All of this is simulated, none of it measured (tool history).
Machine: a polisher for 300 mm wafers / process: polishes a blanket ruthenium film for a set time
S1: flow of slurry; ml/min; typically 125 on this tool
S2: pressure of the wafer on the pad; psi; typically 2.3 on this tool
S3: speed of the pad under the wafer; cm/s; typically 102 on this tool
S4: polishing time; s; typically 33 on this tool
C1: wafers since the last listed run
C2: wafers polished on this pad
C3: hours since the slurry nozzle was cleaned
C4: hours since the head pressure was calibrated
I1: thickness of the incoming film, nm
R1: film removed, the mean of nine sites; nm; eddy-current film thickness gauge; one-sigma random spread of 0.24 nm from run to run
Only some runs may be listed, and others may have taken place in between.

Run 1, hour 0: usual settings; C1 0; C2 993; C3 326.4; C4 1371.1; I1 273.2. Result: R1 39.4 nm.
At hour 5.7: worn pad replaced by a new one.
Run 2, hour 15.4: usual settings; C1 124; C2 105; C3 341.8; C4 1386.5; I1 270.3. Result: R1 39.4 nm.
At hour 25.9: slurry nozzle cleaned.
Run 3, hour 44.8: usual settings; C1 309; C2 415; C3 18.9; C4 1415.9; I1 270.2. Result: R1 38.9 nm.
Run 4, hour 61.9: usual settings; C1 186; C2 602; C3 36; C4 1433; I1 267.6. Result: R1 39.9 nm.
Run 5, hour 79.7: usual settings; C1 194; C2 796; C3 53.8; C4 1450.8; I1 273.6. Result: R1 38.7 nm.
Run 6, hour 94.6: usual settings but S3 86 cm/s; C1 162; C2 959; C3 68.7; C4 1465.7; I1 272.5. Result: R1 33.8 nm.
At hour 135.3: worn pad replaced by a new one.
Run 7, hour 141.7: usual settings but S3 86 cm/s; C1 470; C2 69; C3 115.8; C4 1512.8; I1 271.6. Result: R1 34 nm.
Run 8, hour 150: usual settings; C1 90; C2 160; C3 124.1; C4 1521.1; I1 270.2. Result: R1 39.2 nm.
Run 9, hour 167.9: usual settings; C1 195; C2 355; C3 142; C4 1539; I1 273.9. Result: R1 40 nm.
Run 10, hour 180: usual settings; C1 132; C2 487; C3 154.1; C4 1551.1; I1 266. Result: R1 39.3 nm.
At hour 186.2: head pressure recalibrated.
Run 11, hour 191.6: usual settings; C1 104; C2 592; C3 165.7; C4 5.4; I1 274. Result: R1 30.4 nm.
Run 12, hour 209.5: usual settings; C1 195; C2 787; C3 183.6; C4 23.3; I1 269.8. Result: R1 30.5 nm.
Run 13, hour 216.6: usual settings; C1 77; C2 865; C3 190.7; C4 30.4; I1 273.3. Result: R1 30.3 nm.
At hour 236.1: worn pad replaced by a new one.
Run 14, hour 236.6: usual settings; C1 174; C2 5; C3 210.7; C4 50.4; I1 267.5. Result: R1 30.7 nm.
Run 15, hour 244.9: usual settings; C1 90; C2 95; C3 219; C4 58.7; I1 273.1. Result: R1 30.6 nm.
Run 16, hour 255.8: usual settings but S1 95 ml/min, S3 90 cm/s; C1 118; C2 214; C3 229.9; C4 69.6; I1 270.3. Result: R1 25.3 nm.
At hour 260.3: head pressure recalibrated, repeated, since the last time left the tool worse.
Run 17, hour 268: usual settings; C1 111; C2 326; C3 242.1; C4 7.7; I1 266.5. Result: R1 36 nm.
Run 18, hour 277.9: usual settings; C1 108; C2 434; C3 252; C4 17.6; I1 269.7. Result: R1 35.9 nm.
Run 19, hour 284.6: usual settings; C1 73; C2 507; C3 258.7; C4 24.3; I1 274.4. Result: R1 36.4 nm.
Run 20, hour 293.4: usual settings but S1 95 ml/min, S3 90 cm/s; C1 96; C2 603; C3 267.5; C4 33.1; I1 265.7. Result: R1 30.6 nm.
Run 21, hour 309.2: usual settings but S2 2.6 psi, S4 21 s; C1 172; C2 775; C3 283.3; C4 48.9; I1 266.5. Result: R1 26 nm.
Run 22, hour 318.9: usual settings but S2 2.9 psi, S3 92 cm/s, S4 41 s; C1 105; C2 881; C3 293; C4 58.6; I1 274.5. Result: R1 51.7 nm.
Run 23, hour 327.7: usual settings but S4 27 s; C1 96; C2 977; C3 301.8; C4 67.4; I1 274.1. Result: R1 29.3 nm.
Run 24, hour 336.9: usual settings; C1 100; C2 1078; C3 311; C4 76.6; I1 268.7. Result: R1 36.1 nm.
Run 25, hour 346.9: usual settings; C1 109; C2 1187; C3 321; C4 86.6; I1 271.1. Result: R1 36.5 nm.
At hour 351.6: slurry nozzle cleaned.
At hour 358.3: worn pad replaced by a new one.
Run 26, hour 358.8: usual settings but S2 2.8 psi; C1 75; C2 5; C3 7.2; C4 98.5; I1 269.5. Result: R1 43.9 nm.
Run 27, hour 365.8: usual settings but S1 140 ml/min, S2 2.6 psi, S4 38 s; C1 76; C2 81; C3 14.2; C4 105.5; I1 270.4. Result: R1 48.4 nm.
Run 28, hour 376.8: usual settings but S2 3 psi, S3 70 cm/s, S4 36 s; C1 120; C2 201; C3 25.2; C4 116.5; I1 270.8. Result: R1 37 nm.
Run 29, hour 385: usual settings but S1 100 ml/min, S3 128 cm/s, S4 44 s; C1 89; C2 291; C3 33.4; C4 124.7; I1 269.6. Result: R1 56.9 nm.
Run 30, hour 399.8: usual settings but S1 110 ml/min; C1 161; C2 452; C3 48.2; C4 139.5; I1 270.1. Result: R1 35.3 nm.
Run 31, hour 413.1: usual settings but S1 160 ml/min, S2 2 psi, S4 25 s; C1 145; C2 597; C3 61.5; C4 152.8; I1 269. Result: R1 25.2 nm.
Run 32, hour 419.5: usual settings but S1 85 ml/min, S3 128 cm/s; C1 69; C2 667; C3 67.9; C4 159.2; I1 276.1. Result: R1 40.2 nm.
Run 33, hour 430.4: usual settings but S3 66 cm/s, S4 39 s; C1 118; C2 786; C3 78.8; C4 170.1; I1 268.9. Result: R1 29.3 nm.
Run 34, hour 444.7: usual settings; C1 156; C2 942; C3 93.1; C4 184.4; I1 270.8. Result: R1 36.6 nm.
Run 35, hour 458.5: usual settings; C1 150; C2 1093; C3 106.9; C4 198.2; I1 266.8. Result: R1 36.3 nm.
Run 36, hour 472: usual settings but S1 150 ml/min, S2 1.8 psi, S3 120 cm/s, S4 44 s; C1 147; C2 1240; C3 120.4; C4 211.7; I1 266.4. Result: R1 45.9 nm.

Consider 5 possible next runs. They are alternatives, not a sequence: every one starts from the tool as it was left by run 36. What does each give?
Run A, hour 472.4: usual settings; C1 4; C2 1245; C3 120.8; C4 212.1; I1 267.8. Result: R1 ?.
Run B, hour 472.4: usual settings but S4 22 s; C1 4; C2 1245; C3 120.8; C4 212.1; I1 267.8. Result: R1 ?.
Run C, hour 472.4: usual settings but S3 122 cm/s, S4 24 s; C1 4; C2 1245; C3 120.8; C4 212.1; I1 267.8. Result: R1 ?.
Run D, hour 472.4: usual settings but S1 95 ml/min, S3 136 cm/s, S4 21 s; C1 4; C2 1245; C3 120.8; C4 212.1; I1 267.8. Result: R1 ?.
Run E, hour 472.4: usual settings but S2 2.1 psi, S3 132 cm/s, S4 37 s; C1 4; C2 1245; C3 120.8; C4 212.1; I1 267.8. Result: R1 ?.

run    R1
  A  36.6
  B  24.4
  C  31.3
  D  28.1
  E  47.3
Without the tool's unlogged condition, the same runs would have read:
run    R1
  A  36.1
  B  24.1
  C  30.9
  D  27.8
  E  46.7

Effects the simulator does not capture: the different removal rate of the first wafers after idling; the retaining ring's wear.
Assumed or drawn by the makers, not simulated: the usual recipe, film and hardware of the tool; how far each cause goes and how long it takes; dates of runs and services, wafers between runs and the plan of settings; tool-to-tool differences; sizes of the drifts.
